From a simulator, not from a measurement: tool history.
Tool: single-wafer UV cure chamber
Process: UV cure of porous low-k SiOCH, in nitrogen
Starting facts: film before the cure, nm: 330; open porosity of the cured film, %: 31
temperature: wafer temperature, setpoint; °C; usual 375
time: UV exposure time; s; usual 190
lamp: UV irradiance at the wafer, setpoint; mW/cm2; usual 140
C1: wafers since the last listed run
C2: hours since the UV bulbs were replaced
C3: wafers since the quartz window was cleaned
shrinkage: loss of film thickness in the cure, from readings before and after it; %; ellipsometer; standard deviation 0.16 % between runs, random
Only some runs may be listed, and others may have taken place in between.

{"run": 1, "hour": 0.0, "temperature": 375, "time": 190, "lamp": 155, "C1": 0, "C2": 811, "C3": 2460, "shrinkage": 15.322}
{"run": 2, "hour": 67.5, "temperature": 375, "time": 190, "lamp": 155, "C1": 505, "C2": 878.5, "C3": 2965, "shrinkage": 15.361}
{"run": 3, "hour": 148.3, "temperature": 375, "time": 190, "lamp": 140, "C1": 604, "C2": 959.3, "C3": 3570, "shrinkage": 14.422}
{"run": 4, "hour": 234.2, "temperature": 375, "time": 190, "lamp": 140, "C1": 642, "C2": 1045.2, "C3": 4213, "shrinkage": 14.622}
{"hour": 261.5, "done": "quartz window cleaned"}
{"run": 5, "hour": 272.1, "temperature": 375, "time": 190, "lamp": 140, "C1": 223, "C2": 1083.1, "C3": 79, "shrinkage": 15.809}
{"run": 6, "hour": 354.9, "temperature": 375, "time": 125, "lamp": 140, "C1": 619, "C2": 1165.9, "C3": 698, "shrinkage": 12.826}
{"run": 7, "hour": 428.7, "temperature": 375, "time": 125, "lamp": 140, "C1": 552, "C2": 1239.7, "C3": 1251, "shrinkage": 12.701}
{"run": 8, "hour": 529.6, "temperature": 375, "time": 245, "lamp": 140, "C1": 755, "C2": 1340.6, "C3": 2006, "shrinkage": 16.17}
{"run": 9, "hour": 618.6, "temperature": 375, "time": 190, "lamp": 140, "C1": 666, "C2": 1429.6, "C3": 2672, "shrinkage": 14.626}
{"run": 10, "hour": 676.1, "temperature": 375, "time": 190, "lamp": 140, "C1": 430, "C2": 1487.1, "C3": 3103, "shrinkage": 14.375}
{"run": 11, "hour": 757.0, "temperature": 375, "time": 190, "lamp": 140, "C1": 605, "C2": 1568, "C3": 3708, "shrinkage": 14.583}
{"run": 12, "hour": 838.9, "temperature": 361, "time": 190, "lamp": 140, "C1": 613, "C2": 1649.9, "C3": 4321, "shrinkage": 14.28}
{"hour": 851.9, "done": "quartz window cleaned"}
{"run": 13, "hour": 878.7, "temperature": 361, "time": 190, "lamp": 140, "C1": 238, "C2": 1689.7, "C3": 200, "shrinkage": 15.58}
{"run": 14, "hour": 980.5, "temperature": 375, "time": 190, "lamp": 124, "C1": 762, "C2": 1791.5, "C3": 962, "shrinkage": 14.465}
{"hour": 1025.4, "done": "UV bulbs replaced"}
{"run": 15, "hour": 1049.2, "temperature": 375, "time": 110, "lamp": 140, "C1": 454, "C2": 23.8, "C3": 1416, "shrinkage": 11.966}
{"run": 16, "hour": 1132.1, "temperature": 359, "time": 255, "lamp": 121, "C1": 620, "C2": 106.7, "C3": 2037, "shrinkage": 15.242}
{"run": 17, "hour": 1194.0, "temperature": 375, "time": 75, "lamp": 140, "C1": 463, "C2": 168.6, "C3": 2500, "shrinkage": 9.785}
{"run": 18, "hour": 1296.5, "temperature": 375, "time": 85, "lamp": 140, "C1": 767, "C2": 271.1, "C3": 3268, "shrinkage": 10.254}
{"run": 19, "hour": 1386.1, "temperature": 365, "time": 190, "lamp": 140, "C1": 670, "C2": 360.7, "C3": 3938, "shrinkage": 14.394}
{"hour": 1407.3, "done": "quartz window cleaned"}
{"run": 20, "hour": 1479.8, "temperature": 375, "time": 235, "lamp": 151, "C1": 641, "C2": 454.4, "C3": 542, "shrinkage": 17.036}
{"run": 21, "hour": 1651.1, "temperature": 375, "time": 190, "lamp": 140, "C1": 1282, "C2": 625.7, "C3": 1825, "shrinkage": 14.889}
{"run": 22, "hour": 1716.2, "temperature": 375, "time": 230, "lamp": 167, "C1": 487, "C2": 690.8, "C3": 2312, "shrinkage": 16.889}
{"run": 23, "hour": 1766.4, "temperature": 375, "time": 190, "lamp": 140, "C1": 375, "C2": 741, "C3": 2688, "shrinkage": 14.235}
{"run": 24, "hour": 1805.5, "temperature": 368, "time": 250, "lamp": 175, "C1": 292, "C2": 780.1, "C3": 2980, "shrinkage": 17.403}
{"run": 25, "hour": 1862.7, "temperature": 384, "time": 300, "lamp": 140, "C1": 428, "C2": 837.3, "C3": 3409, "shrinkage": 16.974}
{"run": 26, "hour": 1951.3, "temperature": 364, "time": 135, "lamp": 105, "C1": 663, "C2": 925.9, "C3": 4072, "shrinkage": 10.779}

What would each run have given without the hidden state, its run-to-run variation left as it was?
The hidden state here: lamp output below its setpoint, %; transmission lost against a clean window, %.
run=1 shrinkage=16.438
run=2 shrinkage=16.571
run=3 shrinkage=15.669
run=4 shrinkage=15.944
run=5 shrinkage=16.038
run=6 shrinkage=13.425
run=7 shrinkage=13.555
run=8 shrinkage=17.319
run=9 shrinkage=15.896
run=10 shrinkage=15.694
run=11 shrinkage=15.995
run=12 shrinkage=15.74
run=13 shrinkage=15.732
run=14 shrinkage=15.035
run=15 shrinkage=12.711
run=16 shrinkage=16.203
run=17 shrinkage=10.776
run=18 shrinkage=11.35
run=19 shrinkage=15.619
run=20 shrinkage=17.6
run=21 shrinkage=15.989
run=22 shrinkage=18.15
run=23 shrinkage=15.49
run=24 shrinkage=18.8
run=25 shrinkage=18.387
run=26 shrinkage=12.163
